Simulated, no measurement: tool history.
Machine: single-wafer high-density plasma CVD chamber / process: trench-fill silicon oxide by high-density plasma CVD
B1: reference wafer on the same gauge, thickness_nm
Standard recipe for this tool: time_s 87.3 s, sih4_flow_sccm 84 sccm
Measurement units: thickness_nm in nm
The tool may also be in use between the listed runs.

Run 1, day 0: usual settings; B1 715.704. Result: thickness_nm 767.687 nm.
Run 2, day 1.858: usual settings; B1 714.292. Result: thickness_nm 761.687 nm.
Run 3, day 3.379: usual settings; B1 716.995. Result: thickness_nm 770.313 nm.
Run 4, day 5.171: usual settings; B1 715.512. Result: thickness_nm 769.436 nm.
Run 5, day 9.471: usual settings; B1 717.262. Result: thickness_nm 768.066 nm.
Run 6, day 11.633: usual settings; B1 716.195. Result: thickness_nm 768.592 nm.
Run 7, day 15.258: usual settings but time_s 95.2 s, sih4_flow_sccm 95 sccm; B1 717.492. Result: thickness_nm 948.541 nm.
Run 8, day 19.367: usual settings but time_s 95.2 s, sih4_flow_sccm 95 sccm; B1 717.466. Result: thickness_nm 945.502 nm.
Run 9, day 31.012: usual settings but time_s 93.2 s, sih4_flow_sccm 97 sccm; B1 716.774. Result: thickness_nm 944.864 nm.
Run 10, day 39.221: usual settings; B1 714.335. Result: thickness_nm 774.185 nm.
Run 11, day 40.929: usual settings; B1 716.178. Result: thickness_nm 766.825 nm.
Run 12, day 44.012: usual settings but time_s 77.8 s, sih4_flow_sccm 91 sccm; B1 716.826. Result: thickness_nm 741.561 nm.
Run 13, day 46.296: usual settings but time_s 77.8 s, sih4_flow_sccm 91 sccm; B1 717.364. Result: thickness_nm 736.369 nm.
Run 14, day 49.812: usual settings but sih4_flow_sccm 75 sccm; B1 716.183. Result: thickness_nm 690.237 nm.
Run 15, day 51.867: usual settings but sih4_flow_sccm 75 sccm; B1 716.292. Result: thickness_nm 681.521 nm.
At day 52.688: gauge calibrated.
Run 16, day 55.812: usual settings but time_s 80.3 s, sih4_flow_sccm 72 sccm; B1 716.329. Result: thickness_nm 602.897 nm.
At day 57.992: silane flow controller replaced.
Run 17, day 59.717: usual settings but time_s 80.3 s, sih4_flow_sccm 72 sccm; B1 717.229. Result: thickness_nm 601.96 nm.
Run 18, day 61.996: usual settings; B1 715.196. Result: thickness_nm 768.009 nm.
Run 19, day 64.079: usual settings; B1 716.427. Result: thickness_nm 763.47 nm.
Run 20, day 67.192: usual settings; B1 716.259. Result: thickness_nm 767.877 nm.
Run 21, day 69.996: usual settings; B1 716.145. Result: thickness_nm 769.755 nm.
Run 22, day 73.838: usual settings; B1 715.987. Result: thickness_nm 769.694 nm.
Run 23, day 76.883: usual settings but sih4_flow_sccm 90 sccm; B1 714.272. Result: thickness_nm 814.797 nm.
Run 24, day 79.808: usual settings but time_s 79.8 s; B1 717.037. Result: thickness_nm 703.854 nm.
Run 25, day 82.129: usual settings but time_s 104.6 s, sih4_flow_sccm 73 sccm; B1 715.964. Result: thickness_nm 798.868 nm.
Run 26, day 86.188: usual settings; B1 715.462. Result: thickness_nm 775.605 nm.
Run 27, day 88.3: usual settings but time_s 100.4 s, sih4_flow_sccm 68 sccm; B1 714.729. Result: thickness_nm 712.899 nm.
Run 28, day 91.829: usual settings but sih4_flow_sccm 74 sccm; B1 715.159. Result: thickness_nm 674.603 nm.
Run 29, day 95.988: usual settings but time_s 100.1 s; B1 715.972. Result: thickness_nm 878.574 nm.
Run 30, day 97.617: usual settings but time_s 94.7 s, sih4_flow_sccm 69 sccm; B1 715.269. Result: thickness_nm 677.232 nm.
Run 31, day 100.746: usual settings but time_s 92.6 s, sih4_flow_sccm 75 sccm; B1 714.614. Result: thickness_nm 720.368 nm.
Run 32, day 103.079: usual settings but time_s 71.3 s, sih4_flow_sccm 67 sccm; B1 718.185. Result: thickness_nm 502.614 nm.
Run 33, day 104.625: usual settings but sih4_flow_sccm 74 sccm; B1 715.78. Result: thickness_nm 680.882 nm.
Run 34, day 106.85: usual settings; B1 715.036. Result: thickness_nm 775.361 nm.
Run 35, day 109.175: usual settings but time_s 103.6 s, sih4_flow_sccm 78 sccm; B1 713.198. Result: thickness_nm 844.723 nm.
Run 36, day 110.8: usual settings but time_s 104 s, sih4_flow_sccm 71 sccm; B1 717.022. Result: thickness_nm 769.698 nm.
Run 37, day 113.154: usual settings but time_s 104 s, sih4_flow_sccm 70 sccm; B1 715.994. Result: thickness_nm 770.65 nm.
Run 38, day 117.296: usual settings but time_s 104 s, sih4_flow_sccm 70 sccm; B1 715.017. Result: thickness_nm 764.606 nm.
Run 39, day 121.579: usual settings but time_s 77.2 s, sih4_flow_sccm 91 sccm; B1 716.215. Result: thickness_nm 735.633 nm.
Run 40, day 125.012: usual settings but sih4_flow_sccm 92 sccm; B1 714.856. Result: thickness_nm 836.381 nm.
Run 41, day 130.712: usual settings; B1 716.458. Result: thickness_nm 766.225 nm.
Run 42, day 132.238: usual settings but time_s 71.4 s, sih4_flow_sccm 71 sccm; B1 714.958. Result: thickness_nm 535.407 nm.
Run 43, day 133.896: usual settings; B1 715.479. Result: thickness_nm 768.331 nm.
Run 44, day 147.158: usual settings; B1 713.629. Result: thickness_nm 770.951 nm.
Run 45, day 151.312: usual settings; B1 716.333. Result: thickness_nm 762.727 nm.
Run 46, day 153.575: usual settings but time_s 71.4 s, sih4_flow_sccm 71 sccm; B1 717.236. Result: thickness_nm 531.19 nm.

Branching from run 46: 4 alternative next runs. What would each branch give?
Run A, day 153.592: usual settings but sih4_flow_sccm 76 sccm; B1 ?. Result: thickness_nm ?.
Run B, day 153.592: usual settings but time_s 82.1 s, sih4_flow_sccm 89 sccm; B1 ?. Result: thickness_nm ?.
Run C, day 153.592: usual settings but time_s 103.3 s, sih4_flow_sccm 93 sccm; B1 ?. Result: thickness_nm ?.
Run D, day 153.592: usual settings but time_s 71.1 s; B1 ?. Result: thickness_nm ?.

run       B1  thickness_nm
  A  717.488       691.829
  B  717.488        761.91
  C  717.488      1001.738
  D  717.488       622.758
Without the tool's unlogged condition, the same runs would have read:
run  thickness_nm
  A       691.829
  B        761.91
  C      1001.738
  D       622.758
